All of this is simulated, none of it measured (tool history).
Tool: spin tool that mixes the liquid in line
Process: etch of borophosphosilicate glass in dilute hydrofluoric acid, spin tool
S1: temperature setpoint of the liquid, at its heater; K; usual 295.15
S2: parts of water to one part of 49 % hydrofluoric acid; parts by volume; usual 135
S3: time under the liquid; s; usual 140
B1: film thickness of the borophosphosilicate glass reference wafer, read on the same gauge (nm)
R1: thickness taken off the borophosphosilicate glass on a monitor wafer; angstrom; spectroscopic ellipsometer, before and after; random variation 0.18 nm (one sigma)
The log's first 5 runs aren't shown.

At hour 198.3: hydrofluoric acid flow meter replaced.
Run 6, hour 243.6: usual settings but S2 165 parts by volume; B1 127.85. Result: R1 189.0 angstrom.
Run 7, hour 309.6: usual settings but S1 292.15 K; B1 127.50. Result: R1 212.5 angstrom.
Run 8, hour 369.5: usual settings; B1 127.24. Result: R1 239.5 angstrom.
Run 9, hour 430.3: usual settings; B1 127.03. Result: R1 238.7 angstrom.
Run 10, hour 486.4: usual settings; B1 126.81. Result: R1 239.0 angstrom.
Run 11, hour 516.5: usual settings; B1 126.76. Result: R1 237.5 angstrom.
Run 12, hour 570.3: usual settings but S2 170 parts by volume; B1 126.61. Result: R1 180.6 angstrom.
Run 13, hour 621.7: usual settings but S2 170 parts by volume; B1 126.48. Result: R1 180.9 angstrom.
Run 14, hour 668.3: usual settings but S2 170 parts by volume; B1 126.37. Result: R1 179.3 angstrom.
Run 15, hour 696.5: usual settings; B1 126.29. Result: R1 236.7 angstrom.
Run 16, hour 757.4: usual settings; B1 126.19. Result: R1 235.1 angstrom.
Run 17, hour 789.2: usual settings but S1 298.65 K, S2 85 parts by volume, S3 70 s; B1 126.16. Result: R1 228.8 angstrom.
At hour 791.2: hydrofluoric acid flow meter replaced.
Run 18, hour 816.1: usual settings but S1 291.65 K, S3 60 s; B1 126.10. Result: R1 87.4 angstrom.
Run 19, hour 852.3: usual settings but S1 290.65 K, S3 220 s; B1 126.09. Result: R1 312.0 angstrom.
Run 20, hour 882.8: usual settings; B1 126.05. Result: R1 231.4 angstrom.
Run 21, hour 926.2: usual settings but S2 85 parts by volume; B1 126.01. Result: R1 391.1 angstrom.
Run 22, hour 962.7: usual settings but S1 291.15 K; B1 125.93. Result: R1 202.7 angstrom.
Run 23, hour 989.0: usual settings but S1 297.15 K, S3 190 s; B1 125.93. Result: R1 348.0 angstrom.
At hour 996.6: thermometer replaced.
Run 24, hour 1014.8: usual settings; B1 125.89. Result: R1 238.9 angstrom.
Run 25, hour 1066.5: usual settings but S1 297.65 K; B1 125.85. Result: R1 256.9 angstrom.

Run 26 comes next. What will it give?
At hour 1091.5: gauge calibrated.
Run 26, hour 1135.1: usual settings but S1 293.15 K, S2 105 parts by volume, S3 190 s; B1 ?. Result: R1 ?.

Run 26 gave B1 128.75, R1 399.3 angstrom.
Without the tool's hidden state the same run would have given R1 403.1 angstrom.
